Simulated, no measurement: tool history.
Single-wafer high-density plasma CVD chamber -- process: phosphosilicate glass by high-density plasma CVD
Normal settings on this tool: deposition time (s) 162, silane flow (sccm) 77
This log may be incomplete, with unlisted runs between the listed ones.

| run | hour | deposition time (s) | silane flow (sccm) | wafers since the last listed run | hours since the silane flow controller was replaced | hours since the gauge calibration | read-back reference wafer on the same gauge, thickness_nm | mean film thickness on the monitor wafer (nm) |
|---|---|---|---|---|---|---|---|---|
| 1 | 0.0 | 139 | 77 | 0 | 1279.7 | 1810.6 | 1349.854 | 1077.580 |
| 2 | 56.0 | 162 | 77 | 523 | 1335.7 | 1866.6 | 1351.296 | 1261.728 |
| 3 | 101.3 | 162 | 77 | 423 | 1381.0 | 1911.9 | 1348.419 | 1259.545 |
| 4 | 140.6 | 162 | 77 | 367 | 1420.3 | 1951.2 | 1347.171 | 1262.006 |
| 5 | 190.4 | 162 | 77 | 465 | 1470.1 | 2001.0 | 1347.519 | 1258.783 |
| 6 | 228.8 | 153 | 70 | 359 | 1508.5 | 2039.4 | 1349.343 | 1074.944 |
| 7 | 295.4 | 155 | 82 | 622 | 1575.1 | 2106.0 | 1348.295 | 1284.589 |
| 8 | 403.6 | 162 | 77 | 1012 | 1683.3 | 2214.2 | 1348.778 | 1260.067 |
| 9 | 460.7 | 162 | 77 | 534 | 1740.4 | 2271.3 | 1348.416 | 1256.807 |
| 10 | 516.8 | 162 | 77 | 524 | 1796.5 | 2327.4 | 1349.592 | 1243.700 |
| 11 | 552.0 | 162 | 77 | 329 | 1831.7 | 2362.6 | 1347.224 | 1251.005 |
| 12 | 585.4 | 162 | 77 | 312 | 1865.1 | 2396.0 | 1351.045 | 1258.040 |
| 13 | 736.2 | 162 | 86 | 1410 | 2015.9 | 2546.8 | 1347.236 | 1394.574 |
| 14 | 803.2 | 162 | 86 | 626 | 2082.9 | 2613.8 | 1346.521 | 1400.830 |
| 15 | 839.2 | 181 | 77 | 336 | 2118.9 | 2649.8 | 1346.585 | 1400.979 |
| 16 | 878.3 | 171 | 77 | 365 | 2158.0 | 2688.9 | 1348.141 | 1331.909 |
| 17 | 933.4 | 162 | 77 | 515 | 2213.1 | 2744.0 | 1344.995 | 1260.059 |
|  | 943.5 | gauge calibrated |
| 18 | 995.6 | 162 | 77 | 581 | 2275.3 | 52.1 | 1404.902 | 1298.268 |
| 19 | 1022.4 | 162 | 77 | 250 | 2302.1 | 78.9 | 1402.557 | 1296.092 |
| 20 | 1079.2 | 162 | 77 | 531 | 2358.9 | 135.7 | 1399.197 | 1302.343 |
| 21 | 1140.7 | 143 | 69 | 575 | 2420.4 | 197.2 | 1393.155 | 1027.543 |
| 22 | 1279.5 | 135 | 89 | 1298 | 2559.2 | 336.0 | 1389.845 | 1239.389 |
| 23 | 1462.1 | 179 | 67 | 1708 | 2741.8 | 518.6 | 1382.971 | 1230.785 |
| 24 | 1500.1 | 162 | 77 | 355 | 2779.8 | 556.6 | 1384.965 | 1282.246 |
| 25 | 1528.6 | 136 | 70 | 266 | 2808.3 | 585.1 | 1381.296 | 974.454 |
|  | 1554.6 | silane flow controller replaced |
| 26 | 1592.6 | 162 | 77 | 523 | 38.0 | 649.1 | 1375.893 | 1283.287 |
| 27 | 1635.5 | 153 | 77 | 401 | 80.9 | 692.0 | 1376.486 | 1203.201 |
| 28 | 1686.3 | 153 | 77 | 475 | 131.7 | 742.8 | 1377.343 | 1195.202 |
| 29 | 1750.2 | 162 | 72 | 597 | 195.6 | 806.7 | 1373.988 | 1200.185 |
| 30 | 1793.0 | 153 | 66 | 400 | 238.4 | 849.5 | 1373.430 | 1033.044 |
| 31 | 1845.3 | 162 | 77 | 489 | 290.7 | 901.8 | 1373.953 | 1275.258 |
| 32 | 1904.0 | 188 | 81 | 549 | 349.4 | 960.5 | 1371.029 | 1558.698 |
| 33 | 1952.7 | 162 | 77 | 455 | 398.1 | 1009.2 | 1371.587 | 1272.777 |
| 34 | 2010.7 | 186 | 67 | 542 | 456.1 | 1067.2 | 1373.804 | 1263.097 |
| 35 | 2060.0 | 131 | 69 | 461 | 505.4 | 1116.5 | 1371.801 | 926.500 |
| 36 | 2086.2 | 153 | 65 | 245 | 531.6 | 1142.7 | 1366.506 | 1011.583 |

Hidden state or all else? Some run-to-run changes of mean film thickness on the monitor wafer (nm), split into what the settings, what came in and random variation would give without the hidden state, and what is left for the hidden state (with any gauge scatter that isn't in both results):
What the log doesn't record here: delivered silane flow above the setpoint (%); gauge reads high (%).
Run 1 -> 2: deposition time (s) 139 -> 162. mean film thickness on the monitor wafer (nm) +184.148: hidden state -7.149, all else +191.297.
Run 6 -> 7: deposition time (s) 153 -> 155, silane flow (sccm) 70 -> 82. mean film thickness on the monitor wafer (nm) +209.645: hidden state -8.270, all else +217.915.
Run 17 -> 18: gauge calibrated. mean film thickness on the monitor wafer (nm) +38.209: hidden state +51.841, all else -13.632.
Run 24 -> 25: deposition time (s) 162 -> 136, silane flow (sccm) 77 -> 70. mean film thickness on the monitor wafer (nm) -307.792: hidden state +3.583, all else -311.375.
Run 25 -> 26: deposition time (s) 136 -> 162, silane flow (sccm) 70 -> 77, silane flow controller replaced. mean film thickness on the monitor wafer (nm) +308.833: hidden state -6.041, all else +314.874.
Run 34 -> 35: deposition time (s) 186 -> 131, silane flow (sccm) 67 -> 69. mean film thickness on the monitor wafer (nm) -336.597: hidden state +6.846, all else -343.443.
